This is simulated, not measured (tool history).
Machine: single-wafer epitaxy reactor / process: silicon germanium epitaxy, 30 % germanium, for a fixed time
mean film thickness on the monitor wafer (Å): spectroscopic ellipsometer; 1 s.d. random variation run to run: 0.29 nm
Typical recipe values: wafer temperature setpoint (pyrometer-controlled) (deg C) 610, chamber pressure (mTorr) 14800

run	hour	wafer temperature setpoint (pyrometer-controlled) (deg C)	chamber pressure (mTorr)	wafers since the last listed run	hours since the last pyrometer calibration	hours since the last manometer calibration	hours since the showerhead was replaced	hours since the gauge calibration	read-back reference wafer on the same gauge, thickness_nm	mean film thickness on the monitor wafer (Å)
1	0.0	610	14800	0	256.6	661.3	6593.1	263.3	51.348	610.55
2	107.9	610	15800	2580	364.5	769.2	6701.0	371.2	51.428	622.42
3	206.2	610	12900	2350	462.8	867.5	6799.3	469.5	51.450	572.50
4	308.5	610	12900	2446	565.1	969.8	6901.6	571.8	51.402	571.66
5	362.7	601	17000	1296	619.3	1024.0	6955.8	626.0	51.397	531.56
6	460.5	615	14800	2338	717.1	1121.8	7053.6	723.8	51.373	669.80
7	538.8	615	14800	1872	795.4	1200.1	7131.9	802.1	51.435	670.77
8	594.3	615	14800	1327	850.9	1255.6	7187.4	857.6	51.363	669.47
9	698.4	610	14800	2489	955.0	1359.7	7291.5	961.7	51.403	607.67
10	800.2	610	12500	2434	1056.8	1461.5	7393.3	1063.5	51.327	555.86
11	853.6	610	12500	1276	1110.2	1514.9	7446.7	1116.9	51.308	556.12
12	938.5	610	14800	2030	1195.1	1599.8	7531.6	1201.8	51.320	605.98
13	1029.9	610	12700	2185	1286.5	1691.2	7623.0	1293.2	51.267	558.23
# hour 1079.9: showerhead replaced
# hour 1082.7: pyrometer calibrated
14	1099.5	610	14800	1405	16.8	1760.8	19.6	1362.8	51.450	598.74
# hour 1145.9: capacitance manometer re-zeroed and calibrated
15	1149.7	610	13500	1009	67.0	3.8	69.8	1413.0	51.312	596.93
16	1200.5	610	13500	1214	117.8	54.6	120.6	1463.8	51.455	595.12
17	1258.8	610	13500	1394	176.1	112.9	178.9	1522.1	51.377	592.30
18	1359.2	619	14800	2400	276.5	213.3	279.3	1622.5	51.374	736.30
19	1424.6	618	17300	1563	341.9	278.7	344.7	1687.9	51.326	772.14
20	1474.7	610	13000	1198	392.0	328.8	394.8	1738.0	51.378	580.87
# hour 1501.8: gauge calibrated
21	1531.0	603	11200	1346	448.3	385.1	451.1	29.2	51.409	464.08
22	1625.5	610	12200	2259	542.8	479.6	545.6	123.7	51.404	558.94
23	1683.6	610	14800	1389	600.9	537.7	603.7	181.8	51.421	611.45
24	1785.6	596	14800	2439	702.9	639.7	705.7	283.8	51.402	460.54
25	1842.6	595	17900	1363	759.9	696.7	762.7	340.8	51.455	484.41
26	1935.5	617	16300	2221	852.8	789.6	855.6	433.7	51.410	722.17
27	2030.2	618	12500	2264	947.5	884.3	950.3	528.4	51.379	660.53
28	2122.6	610	14800	2209	1039.9	976.7	1042.7	620.8	51.437	606.23
29	2186.6	610	14800	1530	1103.9	1040.7	1106.7	684.8	51.394	607.53
# hour 2227.6: pyrometer calibrated
30	2233.1	625	13800	920	5.5	1087.2	1153.2	731.3	51.484	789.91
31	2274.2	610	14800	982	46.6	1128.3	1194.3	772.4	51.347	603.22
32	2355.9	606	14800	1953	128.3	1210.0	1276.0	854.1	51.359	551.19
33	2426.5	615	17200	1688	198.9	1280.6	1346.6	924.7	51.355	716.82
34	2620.5	604	11200	4639	392.9	1474.6	1540.6	1118.7	51.367	464.84

Branching from run 34: 4 alternative next runs. What would each branch give?
A	2620.9	601	14800	9	393.3	1475.0	1541.0	1119.1	?	?
B	2620.9	623	17600	9	393.3	1475.0	1541.0	1119.1	?	?
C	2620.9	596	16400	9	393.3	1475.0	1541.0	1119.1	?	?
D	2620.9	599	11800	9	393.3	1475.0	1541.0	1119.1	?	?

run	read-back reference wafer on the same gauge, thickness_nm	mean film thickness on the monitor wafer (Å)
A	51.408	496.65
B	51.408	836.50
C	51.408	467.80
D	51.408	430.50
With no hidden state in the tool, these same runs would have given:
run	mean film thickness on the monitor wafer (Å)
A	512.55
B	863.29
C	482.79
D	444.29

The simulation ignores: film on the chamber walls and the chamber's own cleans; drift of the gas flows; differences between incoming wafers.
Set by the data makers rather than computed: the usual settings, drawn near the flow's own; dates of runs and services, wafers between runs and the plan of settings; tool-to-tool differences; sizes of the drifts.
